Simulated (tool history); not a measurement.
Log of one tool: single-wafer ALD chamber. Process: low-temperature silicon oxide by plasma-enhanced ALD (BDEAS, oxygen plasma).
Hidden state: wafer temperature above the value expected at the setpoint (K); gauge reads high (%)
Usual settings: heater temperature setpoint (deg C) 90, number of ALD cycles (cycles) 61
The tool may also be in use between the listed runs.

run    hour  heater temperature setpoint (deg C)  number of ALD cycles (cycles)  wafers since the last listed run  hours since the last thermocouple change  hours since the gauge calibration  read-back reference wafer on the same gauge, thickness_nm  mean film thickness on the monitor wafer (nm)
  1       0                                   90                             61                                 0                                    1384.5                             1077.5                                                      7.518                                          8.862
  2    56.8                                   90                             61                               238                                    1441.3                             1134.3                                                       7.52                                          8.879
  3   229.6                                   90                             61                               724                                    1614.1                             1307.1                                                      7.523                                          8.852
  4   360.3                                  101                             61                               547                                    1744.8                             1437.8                                                      7.514                                            8.5
  5   403.8                                  101                             61                               182                                    1788.3                             1481.3                                                       7.52                                          8.584
  6   443.9                                   90                             61                               168                                    1828.4                             1521.4                                                      7.521                                          8.857
  7   532.7                                   90                             61                               372                                    1917.2                             1610.2                                                      7.516                                          8.789
  8   577.9                                  100                             61                               189                                    1962.4                             1655.4                                                      7.517                                          8.575
  9   620.9                                  100                             61                               180                                    2005.4                             1698.4                                                       7.52                                          8.563
 10   672.9                                   90                             52                               217                                    2057.4                             1750.4                                                       7.52                                          7.497
 11   740.6                                   90                             52                               283                                    2125.1                             1818.1                                                      7.521                                          7.461
 12   789.7                                   90                             61                               205                                    2174.2                             1867.2                                                      7.519                                          8.764
 13   835.8                                   90                             61                               193                                    2220.3                             1913.3                                                      7.523                                          8.788
      845.1  -- gauge calibrated
 14   880.5                                   90                             61                               187                                      2265                               35.4                                                      7.524                                           8.79
 15   926.9                                   86                             61                               194                                    2311.4                               81.8                                                      7.517                                          8.904
 16   982.1                                   86                             61                               231                                    2366.6                                137                                                      7.525                                          8.935
 17  1011.2                                   86                             61                               121                                    2395.7                              166.1                                                      7.524                                          8.894
 18  1039.3                                   90                             61                               117                                    2423.8                              194.2                                                      7.518                                           8.76
 19  1079.2                                   94                             61                               167                                    2463.7                              234.1                                                       7.52                                          8.662
 20  1124.2                                   84                             49                               188                                    2508.7                              279.1                                                      7.514                                          7.179
 21  1184.2                                   90                             61                               251                                    2568.7                              339.1                                                       7.52                                          8.779
 22  1252.4                                   90                             61                               285                                    2636.9                              407.3                                                      7.516                                           8.74
 23  1281.4                                   85                             61                               121                                    2665.9                              436.3                                                      7.512                                          8.896
 24    1332                                   77                             61                               212                                    2716.5                              486.9                                                       7.52                                          9.093
 25  1370.4                                   90                             61                               160                                    2754.9                              525.3                                                      7.524                                          8.697
 26  1417.6                                   90                             61                               197                                    2802.1                              572.5                                                      7.516                                          8.705
 27  1578.9                                   81                             71                               676                                    2963.4                              733.8                                                      7.517                                         10.403
 28  1606.7                                   90                             61                               116                                    2991.2                              761.6                                                      7.518                                          8.722
     1618.5  -- thermocouple changed; heater temperature recalibrated
 29  1631.3                                   76                             56                                69                                      12.8                              786.2                                                      7.524                                          8.512
 30  1681.3                                   76                             65                               209                                      62.8                              836.2                                                      7.519                                          9.846
 31  1707.7                                   96                             52                               110                                      89.2                              862.6                                                      7.522                                          7.426
 32  1737.9                                   84                             55                               126                                     119.4                              892.8                                                      7.522                                          8.152
 33  1792.1                                  101                             61                               227                                     173.6                                947                                                       7.52                                          8.574
 34  1863.5                                   98                             61                               299                                       245                             1018.4                                                      7.518                                          8.697
 35  1926.7                                   81                             61                               264                                     308.2                             1081.6                                                      7.523                                          9.127
 36  1964.3                                   90                             51                               157                                     345.8                             1119.2                                                      7.518                                          7.412
 37  2001.7                                   99                             61                               156                                     383.2                             1156.6                                                       7.52                                          8.619
 38  2034.3                                  103                             61                               136                                     415.8                             1189.2                                                      7.519                                          8.559

Forecast each of these 5 alternatives for the next run:
  A  2034.8                                   90                             61                                 2                                     416.3                             1189.7                                                          ?                                              ?
  B  2034.8                                   83                             57                                 2                                     416.3                             1189.7                                                          ?                                              ?
  C  2034.8                                   82                             71                                 2                                     416.3                             1189.7                                                          ?                                              ?
  D  2034.8                                  105                             67                                 2                                     416.3                             1189.7                                                          ?                                              ?
  E  2034.8                                   85                             51                                 2                                     416.3                             1189.7                                                          ?                                              ?

run  read-back reference wafer on the same gauge, thickness_nm  mean film thickness on the monitor wafer (nm)
  A                                                       7.52                                          8.859
  B                                                       7.52                                          8.456
  C                                                       7.52                                         10.564
  D                                                       7.52                                          9.338
  E                                                       7.52                                           7.52
Without the tool's hidden state the same runs would have given:
run  mean film thickness on the monitor wafer (nm)
  A                                          8.861
  B                                          8.457
  C                                         10.566
  D                                          9.339
  E                                          7.522

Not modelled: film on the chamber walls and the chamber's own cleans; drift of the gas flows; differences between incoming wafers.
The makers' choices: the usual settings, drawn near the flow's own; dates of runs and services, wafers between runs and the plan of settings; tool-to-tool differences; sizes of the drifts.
